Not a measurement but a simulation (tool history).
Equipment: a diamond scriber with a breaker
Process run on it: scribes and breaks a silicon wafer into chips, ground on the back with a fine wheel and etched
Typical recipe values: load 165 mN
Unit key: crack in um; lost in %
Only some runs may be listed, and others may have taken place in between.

run,hour,load,wafers since the last listed run,hours since the diamond tip was replaced,hours since the load on the tip was calibrated,"incoming depth of the damage left on the back of the incoming wafer, um",crack,lost
1,0.0,165,0,704.6,1040.9,0.75,7.27,1.49
2,17.0,198,65,721.6,1057.9,0.53,7.80,2.23
3,24.5,198,28,729.1,1065.4,0.37,7.62,2.34
4,35.5,198,42,740.1,1076.4,0.78,7.77,2.26
5,68.5,183,127,773.1,1109.4,0.35,7.54,1.53
6,83.9,183,59,788.5,1124.8,0.63,7.66,1.65
7,90.4,178,25,795.0,1131.3,0.55,7.35,1.68
8,102.9,148,48,807.5,1143.8,0.56,6.80,1.75
9,130.5,165,106,835.1,1171.4,0.58,7.28,1.31
# hour 138.4: diamond tip replaced by a new one
10,145.1,165,48,6.7,1186.0,0.77,7.05,1.45
11,161.8,153,64,23.4,1202.7,0.70,6.86,1.61
12,175.6,214,53,37.2,1216.5,0.78,8.30,3.29
13,188.0,198,47,49.6,1228.9,0.54,7.86,2.41
14,194.2,126,23,55.8,1235.1,0.71,6.39,3.22
15,203.1,191,34,64.7,1244.0,0.57,7.54,2.01
16,212.6,125,36,74.2,1253.5,0.59,6.15,3.06
# hour 219.6: load on the tip recalibrated
17,220.1,190,21,81.7,0.5,0.67,7.62,2.02
18,235.8,212,60,97.4,16.2,0.54,8.45,2.98
19,250.1,165,55,111.7,30.5,0.49,7.19,1.38
20,259.6,165,36,121.2,40.0,0.55,7.29,1.41
21,269.0,184,36,130.6,49.4,0.72,7.48,1.78
22,279.5,165,40,141.1,59.9,0.52,7.20,1.48

Predict each of these 3 candidate next runs independently; none follows another, all start after run 22:
A,280.1,165,2,141.7,60.5,0.62,?,?
B,280.1,185,2,141.7,60.5,0.62,?,?
C,280.1,206,2,141.7,60.5,0.62,?,?

run,crack,lost
A,7.12,1.47
B,7.56,1.81
C,8.00,2.76
The same runs, with their run-to-run variation unchanged, on a tool lacking any hidden condition would have given:
run,crack,lost
A,7.12,1.47
B,7.56,1.81
C,8.00,2.76

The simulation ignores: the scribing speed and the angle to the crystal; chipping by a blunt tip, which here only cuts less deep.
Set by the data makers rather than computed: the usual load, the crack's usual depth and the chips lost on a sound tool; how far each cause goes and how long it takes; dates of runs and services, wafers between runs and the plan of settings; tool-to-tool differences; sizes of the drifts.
